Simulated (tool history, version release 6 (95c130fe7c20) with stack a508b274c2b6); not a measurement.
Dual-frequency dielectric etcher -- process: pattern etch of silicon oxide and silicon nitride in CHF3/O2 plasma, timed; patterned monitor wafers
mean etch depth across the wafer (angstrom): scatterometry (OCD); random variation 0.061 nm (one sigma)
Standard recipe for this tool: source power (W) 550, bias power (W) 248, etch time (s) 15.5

| run | hour | source power (W) | bias power (W) | etch time (s) | wafers since the last listed run | hours since the last wet clean | hours since the last source power generator calibration | hours since the last bias power generator calibration | hours since the last upper electrode change | hours since the gauge calibration | read-back reference wafer on the same gauge, depth_nm | mean etch depth across the wafer (angstrom) |
|---|---|---|---|---|---|---|---|---|---|---|---|---|
| 1 | 0.0 | 550 | 248 | 15.5 | 0 | 291.5 | 3873.6 | 210.0 | 331.8 | 1042.4 | 20.09 | 256.0 |
| 2 | 51.3 | 550 | 248 | 15.5 | 765 | 342.8 | 3924.9 | 261.3 | 383.1 | 1093.7 | 20.09 | 259.3 |
| 3 | 100.9 | 550 | 248 | 15.5 | 740 | 392.4 | 3974.5 | 310.9 | 432.7 | 1143.3 | 20.10 | 259.5 |
| 4 | 169.5 | 550 | 293 | 13.5 | 1023 | 461.0 | 4043.1 | 379.5 | 501.3 | 1211.9 | 20.10 | 237.8 |
| 5 | 206.1 | 550 | 293 | 13.5 | 546 | 497.6 | 4079.7 | 416.1 | 537.9 | 1248.5 | 20.09 | 239.6 |
|  | 248.7 | wet clean of the chamber |
|  | 265.4 | gauge calibrated |
| 6 | 272.1 | 550 | 221 | 19.0 | 626 | 23.4 | 4145.7 | 482.1 | 603.9 | 6.7 | 20.10 | 297.4 |
| 7 | 339.8 | 430 | 208 | 12.0 | 1010 | 91.1 | 4213.4 | 549.8 | 671.6 | 74.4 | 20.10 | 166.6 |
| 8 | 383.1 | 410 | 220 | 12.5 | 646 | 134.4 | 4256.7 | 593.1 | 714.9 | 117.7 | 20.11 | 173.0 |
| 9 | 435.5 | 550 | 248 | 15.5 | 781 | 186.8 | 4309.1 | 645.5 | 767.3 | 170.1 | 20.12 | 254.0 |
| 10 | 503.5 | 410 | 212 | 13.5 | 1014 | 254.8 | 4377.1 | 713.5 | 835.3 | 238.1 | 20.08 | 186.1 |
| 11 | 527.9 | 620 | 248 | 15.5 | 364 | 279.2 | 4401.5 | 737.9 | 859.7 | 262.5 | 20.11 | 270.7 |
| 12 | 555.0 | 550 | 283 | 14.0 | 404 | 306.3 | 4428.6 | 765.0 | 886.8 | 289.6 | 20.10 | 241.2 |
| 13 | 584.4 | 690 | 248 | 19.0 | 438 | 335.7 | 4458.0 | 794.4 | 916.2 | 319.0 | 20.09 | 348.6 |
| 14 | 633.5 | 550 | 248 | 15.5 | 732 | 384.8 | 4507.1 | 843.5 | 965.3 | 368.1 | 20.10 | 257.9 |
| 15 | 675.5 | 650 | 296 | 18.5 | 626 | 426.8 | 4549.1 | 885.5 | 1007.3 | 410.1 | 20.12 | 350.0 |
|  | 687.3 | source power generator calibrated |
| 16 | 723.6 | 500 | 296 | 11.0 | 657 | 474.9 | 36.3 | 933.6 | 1055.4 | 458.2 | 20.10 | 186.6 |
| 17 | 747.9 | 590 | 283 | 12.0 | 362 | 499.2 | 60.6 | 957.9 | 1079.7 | 482.5 | 20.09 | 216.1 |
|  | 784.0 | wet clean of the chamber |
| 18 | 784.5 | 550 | 248 | 15.5 | 187 | 0.5 | 97.2 | 994.5 | 1116.3 | 519.1 | 20.12 | 252.4 |
| 19 | 846.2 | 670 | 248 | 19.0 | 920 | 62.2 | 158.9 | 1056.2 | 1178.0 | 580.8 | 20.09 | 337.4 |
| 20 | 891.2 | 410 | 248 | 15.5 | 671 | 107.2 | 203.9 | 1101.2 | 1223.0 | 625.8 | 20.09 | 221.0 |
| 21 | 929.9 | 680 | 279 | 12.5 | 577 | 145.9 | 242.6 | 1139.9 | 1261.7 | 664.5 | 20.12 | 234.1 |
| 22 | 983.1 | 550 | 248 | 15.5 | 793 | 199.1 | 295.8 | 1193.1 | 1314.9 | 717.7 | 20.09 | 254.6 |
| 23 | 1046.1 | 670 | 194 | 18.5 | 939 | 262.1 | 358.8 | 1256.1 | 1377.9 | 780.7 | 20.09 | 312.2 |
| 24 | 1099.6 | 550 | 248 | 15.5 | 798 | 315.6 | 412.3 | 1309.6 | 1431.4 | 834.2 | 20.10 | 258.5 |
| 25 | 1167.2 | 470 | 248 | 15.5 | 1008 | 383.2 | 479.9 | 1377.2 | 1499.0 | 901.8 | 20.10 | 242.1 |
| 26 | 1219.9 | 490 | 248 | 15.5 | 786 | 435.9 | 532.6 | 1429.9 | 1551.7 | 954.5 | 20.11 | 247.1 |
|  | 1278.2 | wet clean of the chamber |
| 27 | 1280.9 | 440 | 285 | 13.5 | 552 | 2.7 | 593.6 | 1490.9 | 1612.7 | 1015.5 | 20.11 | 207.9 |
| 28 | 1328.9 | 610 | 298 | 11.5 | 716 | 50.7 | 641.6 | 1538.9 | 1660.7 | 1063.5 | 20.11 | 209.2 |
| 29 | 1386.2 | 470 | 186 | 18.0 | 854 | 108.0 | 698.9 | 1596.2 | 1718.0 | 1120.8 | 20.11 | 253.2 |

Selected run-to-run steps in mean etch depth across the wafer (angstrom), each split into two signed amounts: the part the tool would show with no hidden state at all (from settings, incoming material and random variation), and the remainder, which goes to the hidden state together with any gauge scatter not common to the measured and the hidden-state-free results:
The tool's hidden condition here consists of: etch rate over this chamber's usual, %; source power that arrives over what is set, %; bias power that arrives over what is set, %; gauge reads high (%).
Run 5 -> 6: bias power (W) 293 -> 221, etch time (s) 13.5 -> 19.0, wet clean of the chamber, gauge calibrated. mean etch depth across the wafer (angstrom) +57.8: hidden state -9.1, all else +66.9.
Run 6 -> 7: source power (W) 550 -> 430, bias power (W) 221 -> 208, etch time (s) 19.0 -> 12.0. mean etch depth across the wafer (angstrom) -130.8: hidden state +0.4, all else -131.2.
Run 15 -> 16: source power (W) 650 -> 500, etch time (s) 18.5 -> 11.0, source power generator calibrated. mean etch depth across the wafer (angstrom) -163.4: hidden state -4.6, all else -158.8.
Run 17 -> 18: source power (W) 590 -> 550, bias power (W) 283 -> 248, etch time (s) 12.0 -> 15.5, wet clean of the chamber. mean etch depth across the wafer (angstrom) +36.3: hidden state -6.3, all else +42.6.
